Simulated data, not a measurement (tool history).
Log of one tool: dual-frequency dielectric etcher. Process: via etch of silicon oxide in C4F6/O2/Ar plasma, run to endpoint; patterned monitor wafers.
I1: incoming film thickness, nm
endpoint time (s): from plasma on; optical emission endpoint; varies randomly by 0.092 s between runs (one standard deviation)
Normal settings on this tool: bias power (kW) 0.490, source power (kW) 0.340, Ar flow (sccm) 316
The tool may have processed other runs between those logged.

run 1 hour=0.0 | bias_power_(kW)=0.490 source_power_(kW)=0.380 Ar_flow_(sccm)=316 | I1=118.2 | endpoint_time_(s)=26.6
run 2 hour=15.0 | bias_power_(kW)=0.490 source_power_(kW)=0.380 Ar_flow_(sccm)=316 | I1=118.4 | endpoint_time_(s)=26.7
run 3 hour=30.3 | bias_power_(kW)=0.396 source_power_(kW)=0.340 Ar_flow_(sccm)=316 | I1=118.6 | endpoint_time_(s)=29.8
run 4 hour=51.9 | bias_power_(kW)=0.396 source_power_(kW)=0.340 Ar_flow_(sccm)=316 | I1=118.0 | endpoint_time_(s)=29.6
run 5 hour=75.7 | bias_power_(kW)=0.536 source_power_(kW)=0.300 Ar_flow_(sccm)=267 | I1=119.6 | endpoint_time_(s)=27.4
-- hour=111.3 bias power generator calibrated
run 6 hour=111.8 | bias_power_(kW)=0.370 source_power_(kW)=0.340 Ar_flow_(sccm)=338 | I1=119.7 | endpoint_time_(s)=30.3
run 7 hour=120.6 | bias_power_(kW)=0.490 source_power_(kW)=0.320 Ar_flow_(sccm)=316 | I1=117.8 | endpoint_time_(s)=27.6
run 8 hour=150.5 | bias_power_(kW)=0.404 source_power_(kW)=0.340 Ar_flow_(sccm)=378 | I1=116.9 | endpoint_time_(s)=29.0
-- hour=218.7 Ar flow controller replaced
run 9 hour=231.0 | bias_power_(kW)=0.490 source_power_(kW)=0.300 Ar_flow_(sccm)=358 | I1=118.7 | endpoint_time_(s)=27.9
run 10 hour=260.9 | bias_power_(kW)=0.432 source_power_(kW)=0.340 Ar_flow_(sccm)=316 | I1=118.3 | endpoint_time_(s)=28.1
run 11 hour=273.8 | bias_power_(kW)=0.490 source_power_(kW)=0.340 Ar_flow_(sccm)=316 | I1=118.0 | endpoint_time_(s)=26.6
-- hour=317.0 upper electrode replaced, of another model than before
run 12 hour=317.5 | bias_power_(kW)=0.490 source_power_(kW)=0.340 Ar_flow_(sccm)=316 | I1=118.7 | endpoint_time_(s)=26.8
run 13 hour=317.8 | bias_power_(kW)=0.490 source_power_(kW)=0.340 Ar_flow_(sccm)=316 | I1=118.1 | endpoint_time_(s)=26.6
run 14 hour=328.5 | bias_power_(kW)=0.490 source_power_(kW)=0.340 Ar_flow_(sccm)=382 | I1=118.9 | endpoint_time_(s)=27.2
run 15 hour=356.5 | bias_power_(kW)=0.445 source_power_(kW)=0.270 Ar_flow_(sccm)=316 | I1=116.6 | endpoint_time_(s)=30.9
-- hour=383.6 wet clean of the chamber
run 16 hour=390.3 | bias_power_(kW)=0.490 source_power_(kW)=0.340 Ar_flow_(sccm)=316 | I1=116.7 | endpoint_time_(s)=27.5
run 17 hour=416.4 | bias_power_(kW)=0.490 source_power_(kW)=0.340 Ar_flow_(sccm)=316 | I1=118.5 | endpoint_time_(s)=28.0
run 18 hour=432.0 | bias_power_(kW)=0.603 source_power_(kW)=0.300 Ar_flow_(sccm)=250 | I1=117.0 | endpoint_time_(s)=25.2
run 19 hour=450.2 | bias_power_(kW)=0.490 source_power_(kW)=0.390 Ar_flow_(sccm)=316 | I1=117.3 | endpoint_time_(s)=26.0
run 20 hour=468.2 | bias_power_(kW)=0.490 source_power_(kW)=0.340 Ar_flow_(sccm)=355 | I1=118.2 | endpoint_time_(s)=28.1
run 21 hour=488.5 | bias_power_(kW)=0.603 source_power_(kW)=0.300 Ar_flow_(sccm)=250 | I1=119.2 | endpoint_time_(s)=25.6
run 22 hour=519.7 | bias_power_(kW)=0.571 source_power_(kW)=0.280 Ar_flow_(sccm)=264 | I1=118.8 | endpoint_time_(s)=27.2
run 23 hour=572.0 | bias_power_(kW)=0.490 source_power_(kW)=0.370 Ar_flow_(sccm)=316 | I1=119.0 | endpoint_time_(s)=26.6
run 24 hour=584.4 | bias_power_(kW)=0.581 source_power_(kW)=0.340 Ar_flow_(sccm)=316 | I1=118.0 | endpoint_time_(s)=24.6
run 25 hour=603.1 | bias_power_(kW)=0.490 source_power_(kW)=0.340 Ar_flow_(sccm)=316 | I1=118.5 | endpoint_time_(s)=27.2
run 26 hour=625.0 | bias_power_(kW)=0.490 source_power_(kW)=0.340 Ar_flow_(sccm)=316 | I1=118.9 | endpoint_time_(s)=27.4
run 27 hour=647.0 | bias_power_(kW)=0.490 source_power_(kW)=0.400 Ar_flow_(sccm)=316 | I1=118.7 | endpoint_time_(s)=25.5
run 28 hour=665.1 | bias_power_(kW)=0.552 source_power_(kW)=0.390 Ar_flow_(sccm)=244 | I1=118.9 | endpoint_time_(s)=23.4

Branching from run 28: 5 alternative next runs. What would each branch give?
run A hour=665.5 | bias_power_(kW)=0.490 source_power_(kW)=0.340 Ar_flow_(sccm)=278 | I1=117.5 | endpoint_time_(s)=?
run B hour=665.5 | bias_power_(kW)=0.436 source_power_(kW)=0.340 Ar_flow_(sccm)=355 | I1=117.5 | endpoint_time_(s)=?
run C hour=665.5 | bias_power_(kW)=0.490 source_power_(kW)=0.280 Ar_flow_(sccm)=287 | I1=117.5 | endpoint_time_(s)=?
run D hour=665.5 | bias_power_(kW)=0.490 source_power_(kW)=0.370 Ar_flow_(sccm)=255 | I1=117.5 | endpoint_time_(s)=?
run E hour=665.5 | bias_power_(kW)=0.573 source_power_(kW)=0.370 Ar_flow_(sccm)=374 | I1=117.5 | endpoint_time_(s)=?

run=A endpoint_time_(s)=26.6
run=B endpoint_time_(s)=29.2
run=C endpoint_time_(s)=29.2
run=D endpoint_time_(s)=25.5
run=E endpoint_time_(s)=23.9
With no hidden state in the tool, these same runs would have given:
run=A endpoint_time_(s)=27.2
run=B endpoint_time_(s)=29.8
run=C endpoint_time_(s)=29.8
run=D endpoint_time_(s)=26.0
run=E endpoint_time_(s)=24.4
